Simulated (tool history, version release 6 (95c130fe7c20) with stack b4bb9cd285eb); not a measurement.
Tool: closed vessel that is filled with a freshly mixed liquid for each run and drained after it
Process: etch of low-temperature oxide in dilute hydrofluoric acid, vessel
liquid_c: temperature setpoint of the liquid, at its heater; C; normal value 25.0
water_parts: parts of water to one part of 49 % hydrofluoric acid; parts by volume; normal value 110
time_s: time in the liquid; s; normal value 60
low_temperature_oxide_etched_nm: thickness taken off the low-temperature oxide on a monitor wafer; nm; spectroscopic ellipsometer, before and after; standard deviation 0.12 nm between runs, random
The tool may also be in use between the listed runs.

run	hour	liquid_c	water_parts	time_s	wafers since the last listed run	hours since the thermometer was replaced	hours since the hydrofluoric acid flow meter was replaced	hours since the gauge calibration	read-back film thickness of the low-temperature oxide reference wafer, read on the same gauge (nm)	low_temperature_oxide_etched_nm
1	0.0	25.0	110	60	0	1804.1	1400.8	381.8	100.01	16.44
2	29.2	25.0	110	60	2477	1833.3	1430.0	411.0	100.00	16.38
3	56.4	25.0	110	60	2307	1860.5	1457.2	438.2	100.00	16.46
4	79.4	25.0	110	70	1951	1883.5	1480.2	461.2	99.99	19.20
5	115.0	25.0	110	70	3019	1919.1	1515.8	496.8	100.03	19.26
6	145.4	25.0	110	70	2578	1949.5	1546.2	527.2	99.99	19.34
7	169.9	25.0	110	60	2078	1974.0	1570.7	551.7	99.99	16.42
8	197.7	25.0	110	60	2358	2001.8	1598.5	579.5	100.00	16.41
9	215.0	25.0	110	60	1467	2019.1	1615.8	596.8	100.00	16.43
10	236.8	25.0	110	85	1849	2040.9	1637.6	618.6	99.99	22.97
11	264.3	25.0	110	85	2332	2068.4	1665.1	646.1	100.00	23.12
12	286.6	25.0	110	85	1891	2090.7	1687.4	668.4	99.99	23.02
13	299.1	25.0	110	40	1060	2103.2	1699.9	680.9	100.00	10.83
14	319.5	25.0	110	40	1730	2123.6	1720.3	701.3	99.97	10.78
15	353.9	23.0	150	90	2918	2158.0	1754.7	735.7	100.00	15.93
16	389.6	25.0	110	60	3028	2193.7	1790.4	771.4	100.00	16.42
# hour 400.4: thermometer replaced
# hour 441.0: hydrofluoric acid flow meter replaced
17	467.6	20.5	110	60	6447	67.2	26.6	849.4	100.01	14.67
# hour 494.0: gauge calibrated
18	499.3	25.0	110	60	2689	98.9	58.3	5.3	100.00	17.38
19	523.5	25.0	145	85	2052	123.1	82.5	29.5	99.99	18.19
20	542.1	20.5	110	85	1577	141.7	101.1	48.1	100.01	20.98
21	571.8	25.0	130	35	2519	171.4	130.8	77.8	99.99	8.41
22	605.5	25.0	110	60	2858	205.1	164.5	111.5	100.03	17.48
23	637.4	25.0	110	70	2706	237.0	196.4	143.4	99.99	20.03
24	658.8	25.0	110	30	1815	258.4	217.8	164.8	99.99	8.73
25	706.0	25.0	135	60	4003	305.6	265.0	212.0	100.00	13.85
26	739.0	25.0	110	60	2799	338.6	298.0	245.0	99.99	17.54
27	757.8	22.5	110	60	1594	357.4	316.8	263.8	99.99	15.66
28	790.2	20.5	110	75	2748	389.8	349.2	296.2	100.00	18.19
29	808.2	25.0	130	40	1526	407.8	367.2	314.2	99.99	9.62

Below are 5 alternative next runs, each starting from the tool's condition after run 29. Predict each:
A	808.9	25.0	110	60	59	408.5	367.9	314.9	?	?
B	808.9	23.5	90	40	59	408.5	367.9	314.9	?	?
C	808.9	23.5	65	40	59	408.5	367.9	314.9	?	?
D	808.9	25.0	155	35	59	408.5	367.9	314.9	?	?
E	808.9	28.0	110	80	59	408.5	367.9	314.9	?	?

run	read-back film thickness of the low-temperature oxide reference wafer, read on the same gauge (nm)	low_temperature_oxide_etched_nm
A	99.99	17.47
B	99.99	13.74
C	99.99	19.62
D	99.99	6.86
E	99.99	26.17
The same runs, with their run-to-run variation unchanged, on a tool lacking any hidden condition would have given:
run	low_temperature_oxide_etched_nm
A	18.05
B	14.21
C	20.30
D	7.08
E	27.01

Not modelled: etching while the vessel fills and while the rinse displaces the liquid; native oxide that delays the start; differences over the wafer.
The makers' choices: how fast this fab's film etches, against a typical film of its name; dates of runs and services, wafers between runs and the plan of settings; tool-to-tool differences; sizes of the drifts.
